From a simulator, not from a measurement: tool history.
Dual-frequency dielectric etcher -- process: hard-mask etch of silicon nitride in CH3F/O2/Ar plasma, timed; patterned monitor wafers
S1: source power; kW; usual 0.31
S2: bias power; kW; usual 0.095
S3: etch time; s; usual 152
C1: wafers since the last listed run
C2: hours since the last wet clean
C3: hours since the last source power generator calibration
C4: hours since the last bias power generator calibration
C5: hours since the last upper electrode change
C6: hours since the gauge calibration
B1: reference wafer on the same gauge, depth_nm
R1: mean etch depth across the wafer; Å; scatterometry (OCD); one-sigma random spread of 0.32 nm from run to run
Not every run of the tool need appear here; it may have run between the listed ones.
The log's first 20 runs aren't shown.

{"run": 21, "hour": 936.4, "S1": 0.31, "S2": 0.119, "S3": 173, "C1": 435, "C2": 106.4, "C3": 453, "C4": 76, "C5": 430.8, "C6": 118.7, "B1": 91, "R1": 1287}
{"run": 22, "hour": 971.9, "S1": 0.31, "S2": 0.095, "S3": 131, "C1": 390, "C2": 141.9, "C3": 488.5, "C4": 111.5, "C5": 466.3, "C6": 154.2, "B1": 91, "R1": 915}
{"run": 23, "hour": 1041.0, "S1": 0.31, "S2": 0.08, "S3": 115.5, "C1": 761, "C2": 211, "C3": 557.6, "C4": 180.6, "C5": 535.4, "C6": 223.3, "B1": 91, "R1": 771}
{"run": 24, "hour": 1089.0, "S1": 0.31, "S2": 0.095, "S3": 152, "C1": 528, "C2": 259, "C3": 605.6, "C4": 228.6, "C5": 583.4, "C6": 271.3, "B1": 91, "R1": 1051}
{"run": 25, "hour": 1123.6, "S1": 0.37, "S2": 0.095, "S3": 152, "C1": 381, "C2": 293.6, "C3": 640.2, "C4": 263.2, "C5": 618, "C6": 305.9, "B1": 91, "R1": 1105}
{"run": 26, "hour": 1166.6, "S1": 0.25, "S2": 0.089, "S3": 110, "C1": 473, "C2": 336.6, "C3": 683.2, "C4": 306.2, "C5": 661, "C6": 348.9, "B1": 91, "R1": 699}
{"run": 27, "hour": 1225.4, "S1": 0.31, "S2": 0.095, "S3": 152, "C1": 647, "C2": 395.4, "C3": 742, "C4": 365, "C5": 719.8, "C6": 407.7, "B1": 91, "R1": 1046}
{"hour": 1374.1, "done": "wet clean of the chamber"}
{"run": 28, "hour": 1437.5, "S1": 0.31, "S2": 0.095, "S3": 152, "C1": 2071, "C2": 63.4, "C3": 954.1, "C4": 577.1, "C5": 931.9, "C6": 619.8, "B1": 91.1, "R1": 1064}
{"run": 29, "hour": 1481.7, "S1": 0.31, "S2": 0.095, "S3": 152, "C1": 486, "C2": 107.6, "C3": 998.3, "C4": 621.3, "C5": 976.1, "C6": 664, "B1": 91, "R1": 1069}
{"run": 30, "hour": 1514.8, "S1": 0.31, "S2": 0.095, "S3": 152, "C1": 364, "C2": 140.7, "C3": 1031.4, "C4": 654.4, "C5": 1009.2, "C6": 697.1, "B1": 91, "R1": 1060}

Each row is a separate what-if for the run after 30, all from the same tool condition, not one after another. Results?
{"run": "A", "hour": 1515.3, "S1": 0.31, "S2": 0.095, "S3": 152, "C1": 5, "C2": 141.2, "C3": 1031.9, "C4": 654.9, "C5": 1009.7, "C6": 697.6, "B1": "?", "R1": "?"}
{"run": "B", "hour": 1515.3, "S1": 0.31, "S2": 0.105, "S3": 181.5, "C1": 5, "C2": 141.2, "C3": 1031.9, "C4": 654.9, "C5": 1009.7, "C6": 697.6, "B1": "?", "R1": "?"}
{"run": "C", "hour": 1515.3, "S1": 0.36, "S2": 0.095, "S3": 152, "C1": 5, "C2": 141.2, "C3": 1031.9, "C4": 654.9, "C5": 1009.7, "C6": 697.6, "B1": "?", "R1": "?"}
{"run": "D", "hour": 1515.3, "S1": 0.25, "S2": 0.081, "S3": 178, "C1": 5, "C2": 141.2, "C3": 1031.9, "C4": 654.9, "C5": 1009.7, "C6": 697.6, "B1": "?", "R1": "?"}

run=A B1=91 R1=1061
run=B B1=91 R1=1302
run=C B1=91 R1=1111
run=D B1=91 R1=1119
Had the tool no hidden state, the same runs would have come out as:
run=A R1=1067
run=B R1=1309
run=C R1=1117
run=D R1=1125
